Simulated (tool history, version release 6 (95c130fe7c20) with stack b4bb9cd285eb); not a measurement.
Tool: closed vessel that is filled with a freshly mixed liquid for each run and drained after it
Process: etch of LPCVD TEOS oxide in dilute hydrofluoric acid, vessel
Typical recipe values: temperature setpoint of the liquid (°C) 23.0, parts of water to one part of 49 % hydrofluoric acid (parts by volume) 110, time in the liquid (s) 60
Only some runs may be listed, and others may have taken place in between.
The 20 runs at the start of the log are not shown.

run	hour	temperature setpoint of the liquid (°C)	parts of water to one part of 49 % hydrofluoric acid (parts by volume)	time in the liquid (s)	wafers since the last listed run	hours since the thermometer was replaced	hours since the hydrofluoric acid flow meter was replaced	hours since the gauge calibration	read-back film thickness of the LPCVD TEOS oxide reference wafer, read on the same gauge (nm)	thickness taken off the LPCVD TEOS oxide on a monitor wafer (angstrom)
21	1484.9	23.0	110	60	4681	371.8	1777.2	85.2	70.01	149.1
22	1564.4	23.0	110	60	8003	451.3	1856.7	164.7	69.95	149.1
# hour 1586.5: hydrofluoric acid flow meter replaced
23	1604.3	23.0	110	85	3916	491.2	17.8	204.6	69.98	213.7
24	1667.1	26.5	110	60	6322	554.0	80.6	267.4	70.00	172.2
25	1725.2	23.0	110	60	5849	612.1	138.7	325.5	70.00	151.6
26	1908.2	23.0	110	60	18424	795.1	321.7	508.5	69.98	153.6
27	2152.5	23.0	110	60	24595	1039.4	566.0	752.8	70.00	154.1
28	2212.5	27.0	90	90	6040	1099.4	626.0	812.8	70.04	336.1
29	2315.6	23.0	110	60	10379	1202.5	729.1	915.9	70.01	156.1
30	2507.6	23.0	65	30	19330	1394.5	921.1	1107.9	70.03	139.8
31	2590.1	26.5	160	80	8305	1477.0	1003.6	1190.4	70.00	153.4
32	2676.7	24.5	110	40	8718	1563.6	1090.2	1277.0	69.99	110.5

What if the next run were any one of these 5? Each begins from the tool's condition after run 32:
A	2677.4	23.0	110	60	70	1564.3	1090.9	1277.7	?	?
B	2677.4	25.5	70	45	70	1564.3	1090.9	1277.7	?	?
C	2677.4	25.0	110	30	70	1564.3	1090.9	1277.7	?	?
D	2677.4	23.0	65	60	70	1564.3	1090.9	1277.7	?	?
E	2677.4	23.0	60	95	70	1564.3	1090.9	1277.7	?	?

run	read-back film thickness of the LPCVD TEOS oxide reference wafer, read on the same gauge (nm)	thickness taken off the LPCVD TEOS oxide on a monitor wafer (angstrom)
A	70.01	156.5
B	70.01	214.3
C	70.01	84.5
D	70.01	280.5
E	70.01	484.4
Without the tool's hidden state the same runs would have given:
run	thickness taken off the LPCVD TEOS oxide on a monitor wafer (angstrom)
A	144.5
B	197.8
C	78.2
D	258.4
E	446.0
